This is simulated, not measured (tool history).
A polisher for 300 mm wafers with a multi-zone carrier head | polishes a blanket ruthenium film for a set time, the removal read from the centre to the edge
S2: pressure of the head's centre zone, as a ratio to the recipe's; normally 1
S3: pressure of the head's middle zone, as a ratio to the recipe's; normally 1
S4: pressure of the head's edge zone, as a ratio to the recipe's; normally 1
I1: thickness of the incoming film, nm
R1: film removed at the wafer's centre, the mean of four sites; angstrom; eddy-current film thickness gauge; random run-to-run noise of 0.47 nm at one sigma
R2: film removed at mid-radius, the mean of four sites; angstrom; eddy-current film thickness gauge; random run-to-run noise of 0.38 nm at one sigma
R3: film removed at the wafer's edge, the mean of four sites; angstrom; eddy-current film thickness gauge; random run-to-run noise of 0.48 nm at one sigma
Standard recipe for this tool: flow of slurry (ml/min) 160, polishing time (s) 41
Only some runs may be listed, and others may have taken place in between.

{"run": 1, "hour": 0.0, "flow of slurry (ml/min)": 160, "S2": 1, "S3": 1, "S4": 1, "polishing time (s)": 41, "I1": 328, "R1": 419, "R2": 405, "R3": 415}
{"hour": 19.3, "done": "worn pad replaced by a new one"}
{"run": 2, "hour": 84.5, "flow of slurry (ml/min)": 160, "S2": 1, "S3": 1, "S4": 1, "polishing time (s)": 41, "I1": 328, "R1": 434, "R2": 408, "R3": 411}
{"run": 3, "hour": 191.4, "flow of slurry (ml/min)": 160, "S2": 1, "S3": 1, "S4": 1, "polishing time (s)": 41, "I1": 335, "R1": 435, "R2": 404, "R3": 411}
{"run": 4, "hour": 255.9, "flow of slurry (ml/min)": 160, "S2": 1, "S3": 1, "S4": 1, "polishing time (s)": 41, "I1": 329, "R1": 442, "R2": 402, "R3": 413}
{"hour": 275.7, "done": "slurry nozzle cleaned"}
{"run": 5, "hour": 341.4, "flow of slurry (ml/min)": 160, "S2": 1, "S3": 1, "S4": 1, "polishing time (s)": 49, "I1": 328.1, "R1": 544, "R2": 489, "R3": 492}
{"hour": 347.0, "done": "worn pad replaced by a new one"}
{"run": 6, "hour": 449.1, "flow of slurry (ml/min)": 160, "S2": 1, "S3": 1, "S4": 1, "polishing time (s)": 49, "I1": 331.9, "R1": 558, "R2": 486, "R3": 502}
{"hour": 478.7, "done": "centre zone pressure recalibrated"}
{"hour": 499.3, "done": "edge zone pressure recalibrated"}
{"hour": 509.1, "done": "carrier head's membrane replaced by a new one"}
{"run": 7, "hour": 527.4, "flow of slurry (ml/min)": 160, "S2": 1, "S3": 1, "S4": 1, "polishing time (s)": 49, "I1": 332.1, "R1": 515, "R2": 486, "R3": 500}
{"run": 8, "hour": 621.5, "flow of slurry (ml/min)": 160, "S2": 1, "S3": 1, "S4": 1, "polishing time (s)": 41, "I1": 331.4, "R1": 439, "R2": 402, "R3": 423}
{"hour": 677.0, "done": "worn pad replaced by a new one"}
{"run": 9, "hour": 707.5, "flow of slurry (ml/min)": 175, "S2": 0.95, "S3": 1, "S4": 0.95, "polishing time (s)": 51, "I1": 332.3, "R1": 542, "R2": 511, "R3": 521}
{"run": 10, "hour": 750.5, "flow of slurry (ml/min)": 160, "S2": 1, "S3": 1, "S4": 1, "polishing time (s)": 41, "I1": 332.1, "R1": 440, "R2": 403, "R3": 414}
{"hour": 950.5, "done": "slurry nozzle cleaned"}
{"hour": 960.8, "done": "worn pad replaced by a new one"}
{"run": 11, "hour": 1051.8, "flow of slurry (ml/min)": 160, "S2": 1.04, "S3": 0.93, "S4": 0.93, "polishing time (s)": 41, "I1": 329.6, "R1": 485, "R2": 382, "R3": 402}
{"run": 12, "hour": 1107.3, "flow of slurry (ml/min)": 160, "S2": 1, "S3": 1, "S4": 1, "polishing time (s)": 41, "I1": 325.8, "R1": 484, "R2": 407, "R3": 424}
{"hour": 1120.0, "done": "centre zone pressure recalibrated"}
{"run": 13, "hour": 1179.9, "flow of slurry (ml/min)": 160, "S2": 1, "S3": 1.04, "S4": 1, "polishing time (s)": 45, "I1": 328.7, "R1": 474, "R2": 457, "R3": 462}
{"run": 14, "hour": 1260.7, "flow of slurry (ml/min)": 105, "S2": 1.07, "S3": 1, "S4": 1, "polishing time (s)": 41, "I1": 324, "R1": 423, "R2": 365, "R3": 377}
{"hour": 1286.1, "done": "worn pad replaced by a new one"}
{"run": 15, "hour": 1345.5, "flow of slurry (ml/min)": 160, "S2": 1, "S3": 0.93, "S4": 1.1, "polishing time (s)": 41, "I1": 331.5, "R1": 453, "R2": 380, "R3": 437}
{"run": 16, "hour": 1440.0, "flow of slurry (ml/min)": 160, "S2": 1, "S3": 1.12, "S4": 1, "polishing time (s)": 41, "I1": 330, "R1": 454, "R2": 446, "R3": 415}

Here are 3 independent what-if runs from the current tool condition. What would each one return?
{"run": "A", "hour": 1440.4, "flow of slurry (ml/min)": 160, "S2": 1, "S3": 1, "S4": 1, "polishing time (s)": 41, "I1": 326, "R1": "?", "R2": "?", "R3": "?"}
{"run": "B", "hour": 1440.4, "flow of slurry (ml/min)": 160, "S2": 1, "S3": 1, "S4": 1.1, "polishing time (s)": 27, "I1": 326, "R1": "?", "R2": "?", "R3": "?"}
{"run": "C", "hour": 1440.4, "flow of slurry (ml/min)": 115, "S2": 1, "S3": 1.04, "S4": 0.9, "polishing time (s)": 31, "I1": 326, "R1": "?", "R2": "?", "R3": "?"}

run=A R1=457 R2=411 R3=418
run=B R1=301 R2=271 R3=288
run=C R1=316 R2=297 R3=285
Stripped of hidden state, with their random variation kept, the same runs would have yielded:
run=A R1=422 R2=411 R3=418
run=B R1=278 R2=271 R3=288
run=C R1=291 R2=297 R3=285

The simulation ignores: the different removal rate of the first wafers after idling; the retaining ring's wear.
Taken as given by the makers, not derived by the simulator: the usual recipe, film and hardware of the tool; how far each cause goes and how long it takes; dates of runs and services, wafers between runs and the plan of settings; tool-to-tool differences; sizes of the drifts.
